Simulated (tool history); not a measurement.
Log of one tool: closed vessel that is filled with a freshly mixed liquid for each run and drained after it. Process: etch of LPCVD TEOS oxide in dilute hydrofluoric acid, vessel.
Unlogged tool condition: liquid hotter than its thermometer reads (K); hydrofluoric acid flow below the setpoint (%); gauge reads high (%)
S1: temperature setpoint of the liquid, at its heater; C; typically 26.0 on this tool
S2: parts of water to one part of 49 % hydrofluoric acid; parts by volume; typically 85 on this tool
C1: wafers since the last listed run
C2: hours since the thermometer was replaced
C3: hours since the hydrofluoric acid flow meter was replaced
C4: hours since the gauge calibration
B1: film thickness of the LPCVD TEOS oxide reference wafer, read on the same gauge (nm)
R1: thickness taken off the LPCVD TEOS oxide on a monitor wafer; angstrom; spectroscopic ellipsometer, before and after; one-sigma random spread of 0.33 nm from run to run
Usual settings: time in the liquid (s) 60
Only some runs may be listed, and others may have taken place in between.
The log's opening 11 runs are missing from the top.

{"run": 12, "day": 11.371, "S1": 26.0, "S2": 100, "time in the liquid (s)": 60, "C1": 4829, "C2": 2618.9, "C3": 1982.4, "C4": 97.9, "B1": 99.99, "R1": 318.4}
{"run": 13, "day": 12.612, "S1": 26.0, "S2": 100, "time in the liquid (s)": 60, "C1": 4208, "C2": 2648.7, "C3": 2012.2, "C4": 127.7, "B1": 100.02, "R1": 315.3}
{"day": 13.346, "done": "hydrofluoric acid flow meter replaced"}
{"run": 14, "day": 15.879, "S1": 26.0, "S2": 85, "time in the liquid (s)": 60, "C1": 10930, "C2": 2727.1, "C3": 60.8, "C4": 206.1, "B1": 99.99, "R1": 356.5}
{"run": 15, "day": 16.396, "S1": 26.0, "S2": 110, "time in the liquid (s)": 95, "C1": 1751, "C2": 2739.5, "C3": 73.2, "C4": 218.5, "B1": 99.98, "R1": 419.2}
{"run": 16, "day": 17.525, "S1": 26.0, "S2": 85, "time in the liquid (s)": 60, "C1": 3827, "C2": 2766.6, "C3": 100.3, "C4": 245.6, "B1": 100.0, "R1": 350.5}
{"run": 17, "day": 18.112, "S1": 21.0, "S2": 65, "time in the liquid (s)": 75, "C1": 1991, "C2": 2780.7, "C3": 114.4, "C4": 259.7, "B1": 99.99, "R1": 490.6}
{"run": 18, "day": 18.638, "S1": 26.0, "S2": 70, "time in the liquid (s)": 75, "C1": 1779, "C2": 2793.3, "C3": 127.0, "C4": 272.3, "B1": 99.98, "R1": 551.1}
{"run": 19, "day": 19.796, "S1": 22.5, "S2": 65, "time in the liquid (s)": 85, "C1": 3926, "C2": 2821.1, "C3": 154.8, "C4": 300.1, "B1": 100.01, "R1": 587.0}
{"day": 20.896, "done": "hydrofluoric acid flow meter replaced, repeated, since the last time left the tool worse"}
{"run": 20, "day": 20.917, "S1": 24.0, "S2": 105, "time in the liquid (s)": 85, "C1": 3657, "C2": 2848.0, "C3": 0.5, "C4": 327.0, "B1": 100.01, "R1": 425.2}
{"run": 21, "day": 21.575, "S1": 26.0, "S2": 85, "time in the liquid (s)": 30, "C1": 2231, "C2": 2863.8, "C3": 16.3, "C4": 342.8, "B1": 99.99, "R1": 209.5}
{"day": 21.621, "done": "thermometer replaced"}
{"run": 22, "day": 22.442, "S1": 29.5, "S2": 85, "time in the liquid (s)": 90, "C1": 2796, "C2": 19.7, "C3": 37.1, "C4": 363.6, "B1": 100.02, "R1": 719.0}
{"run": 23, "day": 23.346, "S1": 26.0, "S2": 85, "time in the liquid (s)": 60, "C1": 3064, "C2": 41.4, "C3": 58.8, "C4": 385.3, "B1": 99.98, "R1": 422.8}
{"run": 24, "day": 24.812, "S1": 26.0, "S2": 85, "time in the liquid (s)": 60, "C1": 4971, "C2": 76.6, "C3": 94.0, "C4": 420.5, "B1": 100.01, "R1": 419.0}
{"run": 25, "day": 25.558, "S1": 30.0, "S2": 60, "time in the liquid (s)": 80, "C1": 2527, "C2": 94.5, "C3": 111.9, "C4": 438.4, "B1": 99.97, "R1": 964.6}
{"run": 26, "day": 26.879, "S1": 26.0, "S2": 115, "time in the liquid (s)": 50, "C1": 4476, "C2": 126.2, "C3": 143.6, "C4": 470.1, "B1": 100.0, "R1": 248.1}
{"run": 27, "day": 28.088, "S1": 26.0, "S2": 85, "time in the liquid (s)": 60, "C1": 4095, "C2": 155.2, "C3": 172.6, "C4": 499.1, "B1": 100.01, "R1": 418.2}
{"run": 28, "day": 28.983, "S1": 26.0, "S2": 100, "time in the liquid (s)": 30, "C1": 3036, "C2": 176.7, "C3": 194.1, "C4": 520.6, "B1": 100.0, "R1": 172.6}
{"run": 29, "day": 29.812, "S1": 26.0, "S2": 85, "time in the liquid (s)": 45, "C1": 2810, "C2": 196.6, "C3": 214.0, "C4": 540.5, "B1": 100.0, "R1": 310.5}
{"run": 30, "day": 30.825, "S1": 29.0, "S2": 115, "time in the liquid (s)": 60, "C1": 3431, "C2": 220.9, "C3": 238.3, "C4": 564.8, "B1": 100.02, "R1": 329.8}
{"run": 31, "day": 32.288, "S1": 24.5, "S2": 120, "time in the liquid (s)": 45, "C1": 4956, "C2": 256.0, "C3": 273.4, "C4": 599.9, "B1": 99.97, "R1": 197.3}
{"run": 32, "day": 32.938, "S1": 26.0, "S2": 85, "time in the liquid (s)": 90, "C1": 2203, "C2": 271.6, "C3": 289.0, "C4": 615.5, "B1": 100.01, "R1": 621.9}
{"day": 34.596, "done": "gauge calibrated"}
{"run": 33, "day": 36.325, "S1": 26.0, "S2": 55, "time in the liquid (s)": 30, "C1": 11481, "C2": 352.9, "C3": 370.3, "C4": 41.5, "B1": 100.01, "R1": 334.4}

4 ways to go on from here, each from the tool as it stands after run 33. What would each give?
{"run": "A", "day": 36.354, "S1": 27.5, "S2": 85, "time in the liquid (s)": 60, "C1": 98, "C2": 353.6, "C3": 371.0, "C4": 42.2, "B1": "?", "R1": "?"}
{"run": "B", "day": 36.354, "S1": 26.0, "S2": 60, "time in the liquid (s)": 60, "C1": 98, "C2": 353.6, "C3": 371.0, "C4": 42.2, "B1": "?", "R1": "?"}
{"run": "C", "day": 36.354, "S1": 24.0, "S2": 55, "time in the liquid (s)": 30, "C1": 98, "C2": 353.6, "C3": 371.0, "C4": 42.2, "B1": "?", "R1": "?"}
{"run": "D", "day": 36.354, "S1": 29.5, "S2": 55, "time in the liquid (s)": 60, "C1": 98, "C2": 353.6, "C3": 371.0, "C4": 42.2, "B1": "?", "R1": "?"}

run=A B1=100.02 R1=436.7
run=B B1=100.02 R1=603.9
run=C B1=100.02 R1=305.9
run=D B1=100.02 R1=762.5
With the hidden condition removed and each run's random variation left untouched, the same runs would have given:
run=A R1=448.7
run=B R1=620.0
run=C R1=313.9
run=D R1=782.8
